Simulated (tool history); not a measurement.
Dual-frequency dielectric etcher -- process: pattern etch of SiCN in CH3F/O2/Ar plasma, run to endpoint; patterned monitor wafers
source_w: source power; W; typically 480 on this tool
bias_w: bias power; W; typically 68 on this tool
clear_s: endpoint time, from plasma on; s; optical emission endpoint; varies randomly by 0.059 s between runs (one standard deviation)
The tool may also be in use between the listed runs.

| run | hour | source_w | bias_w | wafers since the last listed run | hours since the last wet clean | hours since the last source power generator calibration | hours since the last bias power generator calibration | hours since the last upper electrode change | incoming incoming film thickness, nm | clear_s |
|---|---|---|---|---|---|---|---|---|---|---|
| 1 | 0 | 480 | 68 | 0 | 35.5 | 3045 | 4404.6 | 5044.4 | 7.62 | 19.8 |
| 2 | 33.8 | 480 | 57 | 494 | 69.3 | 3078.8 | 4438.4 | 5078.2 | 7.59 | 20.8 |
| 3 | 58.8 | 480 | 57 | 365 | 94.3 | 3103.8 | 4463.4 | 5103.2 | 7.51 | 20.5 |
| 4 | 83.3 | 480 | 68 | 358 | 118.8 | 3128.3 | 4487.9 | 5127.7 | 7.61 | 19.7 |
|  | 90.6 | bias power generator calibrated |
| 5 | 110.7 | 480 | 64 | 342 | 146.2 | 3155.7 | 20.1 | 5155.1 | 7.61 | 20.1 |
| 6 | 126.4 | 480 | 64 | 229 | 161.9 | 3171.4 | 35.8 | 5170.8 | 7.63 | 20 |
| 7 | 162 | 480 | 68 | 520 | 197.5 | 3207 | 71.4 | 5206.4 | 7.63 | 19.8 |
| 8 | 183.1 | 400 | 68 | 308 | 218.6 | 3228.1 | 92.5 | 5227.5 | 7.57 | 20.4 |
| 9 | 207.6 | 480 | 68 | 358 | 243.1 | 3252.6 | 117 | 5252 | 7.55 | 19.5 |
| 10 | 240.6 | 480 | 68 | 482 | 276.1 | 3285.6 | 150 | 5285 | 7.58 | 19.7 |
|  | 288.8 | upper electrode replaced |
| 11 | 289.3 | 480 | 68 | 361 | 324.8 | 3334.3 | 198.7 | 0.5 | 7.64 | 19.7 |
| 12 | 302.4 | 590 | 84 | 191 | 337.9 | 3347.4 | 211.8 | 13.6 | 7.66 | 17.6 |
| 13 | 335.7 | 480 | 68 | 486 | 371.2 | 3380.7 | 245.1 | 46.9 | 7.56 | 19.5 |
| 14 | 359 | 360 | 59 | 340 | 394.5 | 3404 | 268.4 | 70.2 | 7.63 | 21.9 |
| 15 | 390.9 | 480 | 85 | 466 | 426.4 | 3435.9 | 300.3 | 102.1 | 7.68 | 18.6 |
| 16 | 405.6 | 480 | 68 | 214 | 441.1 | 3450.6 | 315 | 116.8 | 7.61 | 19.6 |
|  | 439.1 | wet clean of the chamber |
| 17 | 439.6 | 430 | 53 | 146 | 0.5 | 3484.6 | 349 | 150.8 | 7.66 | 21.9 |
| 18 | 448.2 | 480 | 68 | 125 | 9.1 | 3493.2 | 357.6 | 159.4 | 7.56 | 19.6 |
| 19 | 474.1 | 590 | 84 | 378 | 35 | 3519.1 | 383.5 | 185.3 | 7.63 | 17.8 |
|  | 481.3 | source power generator calibrated |
| 20 | 493.5 | 590 | 56 | 225 | 54.4 | 12.2 | 402.9 | 204.7 | 7.6 | 19.8 |
| 21 | 520.1 | 510 | 78 | 388 | 81 | 38.8 | 429.5 | 231.3 | 7.61 | 18.7 |
| 22 | 532.6 | 480 | 68 | 182 | 93.5 | 51.3 | 442 | 243.8 | 7.53 | 19.7 |
| 23 | 546 | 480 | 64 | 195 | 106.9 | 64.7 | 455.4 | 257.2 | 7.53 | 20 |
| 24 | 581.7 | 510 | 57 | 521 | 142.6 | 100.4 | 491.1 | 292.9 | 7.64 | 20.5 |
| 25 | 614.6 | 550 | 57 | 480 | 175.5 | 133.3 | 524 | 325.8 | 7.6 | 20 |
| 26 | 645.3 | 480 | 68 | 448 | 206.2 | 164 | 554.7 | 356.5 | 7.61 | 19.8 |
| 27 | 679.1 | 580 | 57 | 494 | 240 | 197.8 | 588.5 | 390.3 | 7.57 | 19.4 |
| 28 | 701 | 530 | 54 | 320 | 261.9 | 219.7 | 610.4 | 412.2 | 7.64 | 20.6 |
| 29 | 724.6 | 380 | 59 | 344 | 285.5 | 243.3 | 634 | 435.8 | 7.57 | 21.6 |
| 30 | 740.7 | 510 | 82 | 235 | 301.6 | 259.4 | 650.1 | 451.9 | 7.54 | 18.1 |

Run 31 is up next; what results do you expect?
| 31 | 768.7 | 360 | 60 | 409 | 329.6 | 287.4 | 678.1 | 479.9 | 7.59 | ? |

clear_s: 21.6 s
If the tool had no hidden condition, the same run with the same run-to-run variation would have returned clear_s 21.8 s.
